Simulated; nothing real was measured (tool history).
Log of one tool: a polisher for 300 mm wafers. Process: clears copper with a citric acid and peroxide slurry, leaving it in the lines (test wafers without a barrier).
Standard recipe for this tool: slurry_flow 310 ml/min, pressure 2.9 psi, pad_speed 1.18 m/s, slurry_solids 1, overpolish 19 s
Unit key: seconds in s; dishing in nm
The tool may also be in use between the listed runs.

run,hour,slurry_flow,pressure,pad_speed,slurry_solids,overpolish,wafers since the last listed run,wafers polished on this pad,hours since the slurry nozzle was cleaned,hours since the head pressure was calibrated,hours since the slurry blender was calibrated,"incoming thickness of the incoming film, nm",seconds,dishing
1,0,310,2.9,1.28,1,19,0,708,471.1,971.4,228.2,191.8,70.7,29.9
# hour 7.3: slurry blender recalibrated
2,26.1,310,2.9,1.28,1,19,185,894,497.2,997.5,18.8,195.3,72.1,32
3,38.7,310,2.9,1.28,1,19,97,991,509.8,1010.1,31.4,195.4,73.8,30.3
4,72.7,310,2.9,1.18,1,19,262,1253,543.8,1044.1,65.4,193.2,77.3,28.7
5,96.1,365,2.9,1.36,1,19,180,1433,567.2,1067.5,88.8,193.6,67.2,33.3
# hour 106.1: worn pad replaced by a new one
6,116.7,310,2.9,1.18,1,19,128,81,587.8,1088.1,109.4,194.5,79.4,27.7
7,147.2,310,2.9,1.18,1,19,235,316,618.3,1118.6,139.9,194,80.6,28
8,163.3,310,2.9,1.18,1,19,124,440,634.4,1134.7,156,198.1,83.1,28.3
9,193.3,310,2.9,1.18,1,19,231,672,664.4,1164.7,186,194,80.6,29.3
# hour 220.4: slurry nozzle cleaned
10,220.9,400,2.9,1.56,1,19,205,877,0.5,1192.3,213.6,193.3,55.7,37.7
# hour 235.5: head pressure recalibrated
11,251.2,310,2.9,1.18,1,9,218,1095,30.8,15.7,243.9,194.7,76.9,15.1
# hour 276.2: slurry blender recalibrated
12,284,310,2.9,0.96,0.8,19,237,1333,63.6,48.5,7.8,194.9,96.7,24.6
# hour 301.3: worn pad replaced by a new one
13,301.8,310,2.9,1.18,1,19,106,3,81.4,66.3,25.6,193,74.9,30.5
14,316.9,405,2.3,1.18,1.1,19,116,120,96.5,81.4,40.7,196,91.8,25.3
15,335.4,255,2.6,1.28,1,10,142,263,115,99.9,59.2,193.9,80.7,16.5
16,356.1,310,2.9,1.3,1,19,159,422,135.7,120.6,79.9,195.8,69.1,31.5
17,378.6,280,3.7,1.46,0.75,19,173,596,158.2,143.1,102.4,196.7,52.3,40.1
18,402.1,310,2.9,1.18,1,19,181,777,181.7,166.6,125.9,196.2,77.5,29

Consider 3 possible next runs. They are alternatives, not a sequence: every one starts from the tool as it was left by run 18. What does each give?
A,402.5,310,2.9,1.18,1,19,3,780,182.1,167,126.3,191.9,?,?
B,402.5,230,2.9,1.4,1,19,3,780,182.1,167,126.3,191.9,?,?
C,402.5,310,2.9,1.3,1,26,3,780,182.1,167,126.3,191.9,?,?

run,seconds,dishing
A,75.1,29.6
B,65.9,32.8
C,68.3,40.5
Stripped of hidden state, with their random variation kept, the same runs would have yielded:
run,seconds,dishing
A,74.7,29.7
B,65.4,33
C,68,40.6
